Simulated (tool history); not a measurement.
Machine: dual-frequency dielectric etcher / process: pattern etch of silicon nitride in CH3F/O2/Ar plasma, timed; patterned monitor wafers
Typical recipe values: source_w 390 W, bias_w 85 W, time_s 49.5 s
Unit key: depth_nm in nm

run,hour,source_w,bias_w,time_s,"read-back reference wafer on the same gauge, depth_nm",depth_nm
1,0.0,330,79,49.5,34.61,33.47
2,63.9,330,79,49.5,34.58,33.58
3,171.9,330,79,49.5,34.59,33.46
4,277.4,310,85,49.5,34.63,34.18
# hour 301.6: wet clean of the chamber
5,437.0,310,85,49.5,34.61,34.26
6,517.9,390,85,49.5,34.66,36.44
7,590.9,390,76,49.5,34.58,34.58
8,654.7,390,76,49.5,34.66,34.46
9,691.7,390,85,61.0,34.61,44.37
10,755.0,390,85,49.5,34.53,36.16
# hour 823.5: source power generator calibrated
11,826.0,390,85,49.5,34.59,36.16
# hour 885.5: wet clean of the chamber
12,886.0,390,85,49.5,34.55,36.07
13,905.7,390,85,49.5,34.63,36.18
14,962.0,390,85,49.5,34.65,36.36
15,1006.4,390,85,49.5,34.58,36.00
# hour 1031.8: bias power generator calibrated
# hour 1035.3: upper electrode replaced
16,1064.2,490,97,41.0,34.66,34.86
# hour 1111.5: gauge calibrated
17,1152.6,390,85,49.5,34.61,37.00
18,1201.9,360,106,49.5,34.62,40.04
19,1247.5,450,77,49.5,34.58,36.75
20,1289.3,440,85,35.5,34.57,27.34
# hour 1333.4: wet clean of the chamber
21,1403.9,330,85,45.0,34.57,32.25
22,1477.4,430,85,54.0,34.62,41.51
23,1556.4,390,98,61.5,34.55,49.03
24,1600.6,450,102,49.5,34.58,41.61
25,1674.8,290,97,49.5,34.58,36.21
26,1777.9,390,94,49.5,34.61,38.62

Some steps in depth_nm between neighbouring runs. How much of each would the tool show without its hidden state too (settings, what came in, random variation), and how much is left for the hidden state, with any gauge scatter that isn't in both results?
What the log doesn't record here: etch rate over this chamber's usual, %; source power that arrives over what is set, %; bias power that arrives over what is set, %; gauge reads high (%).
Run 8 -> 9: bias_w 76 -> 85, time_s 49.5 -> 61.0. depth_nm +9.91 nm: hidden state -0.23, all else +10.14.
Run 15 -> 16: source_w 390 -> 490, bias_w 85 -> 97, time_s 49.5 -> 41.0, bias power generator calibrated, upper electrode replaced. depth_nm -1.14 nm: hidden state +0.86, all else -2.00.
Run 19 -> 20: source_w 450 -> 440, bias_w 77 -> 85, time_s 49.5 -> 35.5. depth_nm -9.41 nm: hidden state -0.01, all else -9.40.

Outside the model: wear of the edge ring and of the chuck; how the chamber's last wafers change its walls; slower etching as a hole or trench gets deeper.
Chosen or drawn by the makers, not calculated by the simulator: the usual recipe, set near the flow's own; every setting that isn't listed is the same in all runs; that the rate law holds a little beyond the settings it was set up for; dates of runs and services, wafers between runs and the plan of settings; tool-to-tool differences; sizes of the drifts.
